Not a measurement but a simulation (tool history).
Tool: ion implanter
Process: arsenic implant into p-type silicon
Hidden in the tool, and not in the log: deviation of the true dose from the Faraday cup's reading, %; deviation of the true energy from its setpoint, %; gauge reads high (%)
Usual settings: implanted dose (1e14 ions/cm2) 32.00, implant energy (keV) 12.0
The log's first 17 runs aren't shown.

run,day,implanted dose (1e14 ions/cm2),implant energy (keV),wafers since the last listed run,hours since the last dose calibration,hours since the extraction supply was calibrated,hours since the gauge calibration,"read-back reference wafer on the same gauge, sheet resistance",sheet resistance of the implanted and annealed layer (ohm/square)
18,52.346,32.00,12.0,1925,617.9,582.9,664.4,98.43,82.27
19,54.821,23.36,10.5,1405,677.3,642.3,723.8,98.22,90.44
20,57.567,32.00,12.0,1558,743.2,708.2,789.7,98.33,82.44
21,59.079,35.14,8.5,858,779.5,744.5,826.0,98.35,83.52
22,60.683,32.00,8.0,910,818.0,783.0,864.5,98.25,85.81
23,64.729,28.89,12.0,2296,915.1,880.1,961.6,98.21,84.56
24,66.996,32.00,14.5,1286,969.5,934.5,1016.0,98.37,81.26
25,69.946,32.00,12.0,1674,1040.3,1005.3,1086.8,98.08,82.75
# day 74.112: Faraday cup replaced and dose calibrated
26,74.300,35.16,14.0,2282,4.5,1109.8,1191.3,98.30,79.58
27,77.375,38.48,10.5,1745,78.3,1183.6,1265.1,98.39,80.91
28,81.029,36.75,8.0,2074,166.0,1271.3,1352.8,98.03,82.96

Run 29 comes next. What will it give?
29,82.529,32.00,8.5,851,202.0,1307.3,1388.8,?,?

Run 29 gave read-back reference wafer on the same gauge, sheet resistance 98.34, sheet resistance of the implanted and annealed layer (ohm/square) 84.72.
Without the tool's hidden state the same run would have given sheet resistance of the implanted and annealed layer (ohm/square) 84.72.

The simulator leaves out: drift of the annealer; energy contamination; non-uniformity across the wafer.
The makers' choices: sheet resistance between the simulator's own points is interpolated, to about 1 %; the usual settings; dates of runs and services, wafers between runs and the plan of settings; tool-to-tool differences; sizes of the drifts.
